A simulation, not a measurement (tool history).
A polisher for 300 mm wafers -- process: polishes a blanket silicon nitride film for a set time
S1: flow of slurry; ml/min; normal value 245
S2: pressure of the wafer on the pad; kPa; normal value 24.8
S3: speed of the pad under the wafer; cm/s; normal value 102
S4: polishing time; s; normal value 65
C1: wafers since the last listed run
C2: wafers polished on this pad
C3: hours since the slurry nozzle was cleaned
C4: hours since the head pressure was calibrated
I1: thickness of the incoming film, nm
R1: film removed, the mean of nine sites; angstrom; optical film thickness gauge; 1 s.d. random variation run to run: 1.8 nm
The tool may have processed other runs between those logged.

{"run": 1, "hour": 0.0, "S1": 245, "S2": 24.8, "S3": 102, "S4": 65, "C1": 0, "C2": 739, "C3": 395.5, "C4": 183.3, "I1": 426.4, "R1": 1195}
{"hour": 15.1, "done": "slurry nozzle cleaned"}
{"run": 2, "hour": 17.3, "S1": 245, "S2": 24.8, "S3": 102, "S4": 65, "C1": 143, "C2": 883, "C3": 2.2, "C4": 200.6, "I1": 420.7, "R1": 1227}
{"run": 3, "hour": 34.5, "S1": 245, "S2": 24.8, "S3": 102, "S4": 65, "C1": 151, "C2": 1034, "C3": 19.4, "C4": 217.8, "I1": 411.5, "R1": 1220}
{"run": 4, "hour": 49.9, "S1": 245, "S2": 24.8, "S3": 102, "S4": 76, "C1": 135, "C2": 1170, "C3": 34.8, "C4": 233.2, "I1": 428.4, "R1": 1425}
{"run": 5, "hour": 82.8, "S1": 245, "S2": 24.8, "S3": 102, "S4": 76, "C1": 289, "C2": 1460, "C3": 67.7, "C4": 266.1, "I1": 410.4, "R1": 1405}
{"run": 6, "hour": 112.4, "S1": 245, "S2": 24.8, "S3": 102, "S4": 76, "C1": 260, "C2": 1721, "C3": 97.3, "C4": 295.7, "I1": 414.3, "R1": 1379}
{"run": 7, "hour": 145.4, "S1": 245, "S2": 24.8, "S3": 102, "S4": 65, "C1": 290, "C2": 2011, "C3": 130.3, "C4": 328.7, "I1": 426.0, "R1": 1157}
{"hour": 162.1, "done": "worn pad replaced by a new one"}
{"run": 8, "hour": 164.2, "S1": 245, "S2": 24.8, "S3": 102, "S4": 65, "C1": 130, "C2": 18, "C3": 149.1, "C4": 347.5, "I1": 419.7, "R1": 1184}
{"run": 9, "hour": 196.7, "S1": 245, "S2": 24.8, "S3": 102, "S4": 65, "C1": 286, "C2": 304, "C3": 181.6, "C4": 380.0, "I1": 419.9, "R1": 1166}
{"run": 10, "hour": 226.6, "S1": 245, "S2": 24.8, "S3": 102, "S4": 65, "C1": 263, "C2": 568, "C3": 211.5, "C4": 409.9, "I1": 416.4, "R1": 1156}
{"run": 11, "hour": 238.7, "S1": 245, "S2": 24.8, "S3": 102, "S4": 65, "C1": 106, "C2": 674, "C3": 223.6, "C4": 422.0, "I1": 419.2, "R1": 1131}
{"run": 12, "hour": 260.5, "S1": 245, "S2": 24.8, "S3": 102, "S4": 65, "C1": 192, "C2": 866, "C3": 245.4, "C4": 443.8, "I1": 415.2, "R1": 1123}
{"run": 13, "hour": 283.6, "S1": 245, "S2": 24.8, "S3": 102, "S4": 65, "C1": 203, "C2": 1070, "C3": 268.5, "C4": 466.9, "I1": 421.1, "R1": 1096}
{"run": 14, "hour": 309.8, "S1": 245, "S2": 24.8, "S3": 102, "S4": 65, "C1": 230, "C2": 1301, "C3": 294.7, "C4": 493.1, "I1": 422.2, "R1": 1104}
{"run": 15, "hour": 345.3, "S1": 295, "S2": 27.6, "S3": 102, "S4": 65, "C1": 312, "C2": 1614, "C3": 330.2, "C4": 528.6, "I1": 423.1, "R1": 1242}
{"run": 16, "hour": 359.5, "S1": 295, "S2": 27.6, "S3": 102, "S4": 65, "C1": 125, "C2": 1739, "C3": 344.4, "C4": 542.8, "I1": 418.7, "R1": 1242}
{"hour": 370.7, "done": "head pressure recalibrated"}
{"run": 17, "hour": 374.9, "S1": 245, "S2": 24.8, "S3": 102, "S4": 65, "C1": 118, "C2": 1857, "C3": 359.8, "C4": 4.2, "I1": 415.0, "R1": 1230}
{"hour": 398.6, "done": "worn pad replaced by a new one"}
{"run": 18, "hour": 406.5, "S1": 245, "S2": 33.1, "S3": 102, "S4": 74, "C1": 243, "C2": 69, "C3": 391.4, "C4": 35.8, "I1": 420.9, "R1": 1843}
{"run": 19, "hour": 432.6, "S1": 305, "S2": 19.3, "S3": 102, "S4": 84, "C1": 229, "C2": 299, "C3": 417.5, "C4": 61.9, "I1": 419.2, "R1": 1257}
{"run": 20, "hour": 453.4, "S1": 310, "S2": 27.6, "S3": 126, "S4": 75, "C1": 183, "C2": 482, "C3": 438.3, "C4": 82.7, "I1": 421.5, "R1": 1834}
{"hour": 455.7, "done": "slurry nozzle cleaned"}
{"run": 21, "hour": 478.8, "S1": 245, "S2": 24.8, "S3": 118, "S4": 65, "C1": 214, "C2": 697, "C3": 23.1, "C4": 108.1, "I1": 415.9, "R1": 1387}
{"run": 22, "hour": 501.9, "S1": 245, "S2": 21.4, "S3": 102, "S4": 86, "C1": 203, "C2": 901, "C3": 46.2, "C4": 131.2, "I1": 418.5, "R1": 1417}
{"run": 23, "hour": 535.7, "S1": 245, "S2": 24.8, "S3": 102, "S4": 65, "C1": 297, "C2": 1199, "C3": 80.0, "C4": 165.0, "I1": 419.4, "R1": 1241}
{"run": 24, "hour": 561.0, "S1": 215, "S2": 24.8, "S3": 126, "S4": 65, "C1": 222, "C2": 1422, "C3": 105.3, "C4": 190.3, "I1": 417.5, "R1": 1383}
{"run": 25, "hour": 586.1, "S1": 245, "S2": 24.8, "S3": 102, "S4": 65, "C1": 221, "C2": 1643, "C3": 130.4, "C4": 215.4, "I1": 423.3, "R1": 1188}
{"run": 26, "hour": 599.9, "S1": 290, "S2": 24.8, "S3": 128, "S4": 73, "C1": 121, "C2": 1765, "C3": 144.2, "C4": 229.2, "I1": 425.2, "R1": 1619}
{"hour": 623.1, "done": "worn pad replaced by a new one"}
{"run": 27, "hour": 625.4, "S1": 245, "S2": 30.3, "S3": 120, "S4": 58, "C1": 189, "C2": 19, "C3": 169.7, "C4": 254.7, "I1": 421.9, "R1": 1467}
{"run": 28, "hour": 657.9, "S1": 275, "S2": 24.8, "S3": 102, "S4": 65, "C1": 286, "C2": 306, "C3": 202.2, "C4": 287.2, "I1": 422.8, "R1": 1199}
{"run": 29, "hour": 685.5, "S1": 205, "S2": 29.6, "S3": 68, "S4": 57, "C1": 243, "C2": 549, "C3": 229.8, "C4": 314.8, "I1": 425.5, "R1": 918}
{"run": 30, "hour": 713.2, "S1": 245, "S2": 27.6, "S3": 90, "S4": 76, "C1": 244, "C2": 793, "C3": 257.5, "C4": 342.5, "I1": 428.3, "R1": 1375}
{"run": 31, "hour": 745.0, "S1": 270, "S2": 24.8, "S3": 102, "S4": 45, "C1": 280, "C2": 1073, "C3": 289.3, "C4": 374.3, "I1": 424.2, "R1": 808}
{"run": 32, "hour": 768.8, "S1": 205, "S2": 17.2, "S3": 102, "S4": 65, "C1": 209, "C2": 1283, "C3": 313.1, "C4": 398.1, "I1": 414.9, "R1": 757}
{"run": 33, "hour": 827.6, "S1": 195, "S2": 24.8, "S3": 134, "S4": 52, "C1": 518, "C2": 1801, "C3": 371.9, "C4": 456.9, "I1": 415.7, "R1": 997}
{"hour": 843.5, "done": "worn pad replaced by a new one"}
{"run": 34, "hour": 844.0, "S1": 190, "S2": 32.4, "S3": 86, "S4": 65, "C1": 109, "C2": 4, "C3": 388.3, "C4": 473.3, "I1": 414.8, "R1": 1178}
{"run": 35, "hour": 873.5, "S1": 245, "S2": 24.8, "S3": 102, "S4": 65, "C1": 259, "C2": 264, "C3": 417.8, "C4": 502.8, "I1": 417.6, "R1": 1060}
{"hour": 887.3, "done": "head pressure recalibrated"}
{"run": 36, "hour": 891.3, "S1": 310, "S2": 27.6, "S3": 126, "S4": 75, "C1": 139, "C2": 403, "C3": 435.6, "C4": 4.0, "I1": 423.1, "R1": 1825}
{"run": 37, "hour": 917.3, "S1": 310, "S2": 24.8, "S3": 102, "S4": 65, "C1": 229, "C2": 632, "C3": 461.6, "C4": 30.0, "I1": 421.5, "R1": 1244}
{"hour": 995.1, "done": "slurry nozzle cleaned"}
{"run": 38, "hour": 1019.0, "S1": 245, "S2": 24.8, "S3": 102, "S4": 43, "C1": 887, "C2": 1520, "C3": 23.9, "C4": 131.7, "I1": 424.7, "R1": 838}

Across each entry between runs, compare the hidden state at the last listed run before it with the hidden state at the first listed run after it:
Logged between run 1 and run 2: slurry nozzle cleaned (hour 15.1)
  slurry flow missing at the pad, %: 30.7 -> 0.406; deviation of the head's pressure from its setpoint, %: -4.27 -> -4.68
  the result without the hidden state subtracted from the measured one, R1: -124 -> -61 angstrom
Logged between run 7 and run 8: worn pad replaced by a new one (hour 162.1)
  slurry flow missing at the pad, %: 3.49 -> 4.45; deviation of the head's pressure from its setpoint, %: -7.71 -> -8.15
  the result without the hidden state subtracted from the measured one, R1: -102 -> -113 angstrom
Logged between run 16 and run 17: head pressure recalibrated (hour 370.7)
  slurry flow missing at the pad, %: 22 -> 23.9; deviation of the head's pressure from its setpoint, %: -12.8 -> 0.381
  the result without the hidden state subtracted from the measured one, R1: -223 -> -44 angstrom
Logged between run 17 and run 18: worn pad replaced by a new one (hour 398.6)
  slurry flow missing at the pad, %: 23.9 -> 28.2; deviation of the head's pressure from its setpoint, %: 0.381 -> -0.367
  the result without the hidden state subtracted from the measured one, R1: -44 -> -98 angstrom
Logged between run 20 and run 21: slurry nozzle cleaned (hour 455.7)
  slurry flow missing at the pad, %: 35.3 -> 3.27; deviation of the head's pressure from its setpoint, %: -1.48 -> -2.08
  the result without the hidden state subtracted from the measured one, R1: -130 -> -35 angstrom
Logged between run 26 and run 27: worn pad replaced by a new one (hour 623.1)
  slurry flow missing at the pad, %: 6.95 -> 8.41; deviation of the head's pressure from its setpoint, %: -4.95 -> -5.55
  the result without the hidden state subtracted from the measured one, R1: -98 -> -103 angstrom
Logged between run 33 and run 34: worn pad replaced by a new one (hour 843.5)
  slurry flow missing at the pad, %: 28.3 -> 30.6; deviation of the head's pressure from its setpoint, %: -10.3 -> -10.7
  the result without the hidden state subtracted from the measured one, R1: -185 -> -238 angstrom
Logged between run 35 and run 36: head pressure recalibrated (hour 887.3)
  slurry flow missing at the pad, %: 34.9 -> 37.6; deviation of the head's pressure from its setpoint, %: -11.4 -> 0.18
  the result without the hidden state subtracted from the measured one, R1: -219 -> -108 angstrom
Logged between run 37 and run 38: slurry nozzle cleaned (hour 995.1)
  slurry flow missing at the pad, %: 41.9 -> 2.16; deviation of the head's pressure from its setpoint, %: -0.436 -> -2.84
  the result without the hidden state subtracted from the measured one, R1: -98 -> -27 angstrom

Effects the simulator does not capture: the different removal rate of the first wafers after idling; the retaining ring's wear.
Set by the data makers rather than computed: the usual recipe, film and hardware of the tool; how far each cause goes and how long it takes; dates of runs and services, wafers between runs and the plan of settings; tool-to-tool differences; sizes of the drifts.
